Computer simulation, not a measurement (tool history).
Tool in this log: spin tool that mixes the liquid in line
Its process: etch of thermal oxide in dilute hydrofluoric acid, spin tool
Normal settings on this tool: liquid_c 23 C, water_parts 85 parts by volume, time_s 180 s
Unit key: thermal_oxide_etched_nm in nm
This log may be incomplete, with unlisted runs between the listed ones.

| run | hour | liquid_c | water_parts | time_s | read-back film thickness of the thermal oxide reference wafer, read on the same gauge (nm) | thermal_oxide_etched_nm |
|---|---|---|---|---|---|---|
| 1 | 0 | 23 | 85 | 180 | 120.27 | 9.67 |
| 2 | 27.1 | 23 | 85 | 180 | 119.96 | 9.59 |
|  | 49.2 | thermometer replaced |
| 3 | 49.7 | 23 | 85 | 180 | 119.64 | 9.58 |
| 4 | 73.3 | 23 | 85 | 180 | 119.35 | 9.49 |
| 5 | 93.9 | 23 | 85 | 180 | 119.12 | 9.59 |
| 6 | 107.7 | 23 | 85 | 125 | 118.95 | 6.58 |
| 7 | 131.2 | 23 | 85 | 220 | 118.75 | 11.6 |
| 8 | 154.3 | 23 | 85 | 220 | 118.62 | 11.7 |
| 9 | 176.4 | 23 | 105 | 180 | 118.36 | 7.43 |
| 10 | 211.6 | 23 | 85 | 85 | 118.14 | 4.49 |
| 11 | 244.5 | 23 | 100 | 180 | 117.89 | 7.95 |
| 12 | 261.3 | 23 | 85 | 180 | 117.79 | 9.38 |
| 13 | 278.6 | 25.5 | 85 | 180 | 117.69 | 10.51 |
| 14 | 297.3 | 23 | 85 | 225 | 117.55 | 11.66 |
| 15 | 328.6 | 23 | 85 | 180 | 117.39 | 9.38 |
| 16 | 346.4 | 23 | 85 | 180 | 117.33 | 9.34 |
| 17 | 360 | 19.5 | 85 | 130 | 117.23 | 5.79 |
| 18 | 376.1 | 23 | 50 | 250 | 117.14 | 23.12 |
| 19 | 388.4 | 23 | 85 | 180 | 117.09 | 9.41 |
| 20 | 410.7 | 28 | 100 | 255 | 116.99 | 13.28 |
|  | 415.8 | hydrofluoric acid flow meter replaced |
| 21 | 446.4 | 25 | 65 | 270 | 116.89 | 20.28 |
| 22 | 458.6 | 23 | 85 | 180 | 116.79 | 9.36 |
| 23 | 487.5 | 18.5 | 50 | 75 | 116.71 | 5.73 |
| 24 | 511.7 | 23 | 85 | 250 | 116.65 | 12.91 |
| 25 | 529 | 18 | 115 | 180 | 116.59 | 5.48 |
| 26 | 561.1 | 23 | 85 | 180 | 116.58 | 9.36 |
| 27 | 579.3 | 21 | 75 | 180 | 116.54 | 9.88 |
| 28 | 657 | 18.5 | 120 | 240 | 116.29 | 7.05 |
| 29 | 676.1 | 25 | 60 | 125 | 116.29 | 10.3 |
| 30 | 698.4 | 24.5 | 125 | 260 | 116.24 | 9.26 |
| 31 | 734.3 | 23 | 85 | 180 | 116.2 | 9.43 |
| 32 | 754.3 | 23 | 85 | 180 | 116.21 | 9.26 |
| 33 | 769.3 | 23 | 85 | 180 | 116.17 | 9.26 |

Forecast each of these 5 alternatives for the next run:
| A | 769.8 | 23 | 85 | 270 | ? | ? |
| B | 769.8 | 23 | 85 | 275 | ? | ? |
| C | 769.8 | 26.5 | 85 | 270 | ? | ? |
| D | 769.8 | 18.5 | 100 | 245 | ? | ? |
| E | 769.8 | 19 | 70 | 105 | ? | ? |

| run | read-back film thickness of the thermal oxide reference wafer, read on the same gauge (nm) | thermal_oxide_etched_nm |
|---|---|---|
| A | 116.14 | 13.92 |
| B | 116.14 | 14.18 |
| C | 116.14 | 16 |
| D | 116.14 | 8.77 |
| E | 116.14 | 5.67 |
The same runs, with their run-to-run variation unchanged, on a tool lacking any hidden condition would have given:
| run | thermal_oxide_etched_nm |
|---|---|
| A | 14.38 |
| B | 14.64 |
| C | 16.53 |
| D | 9.06 |
| E | 5.86 |
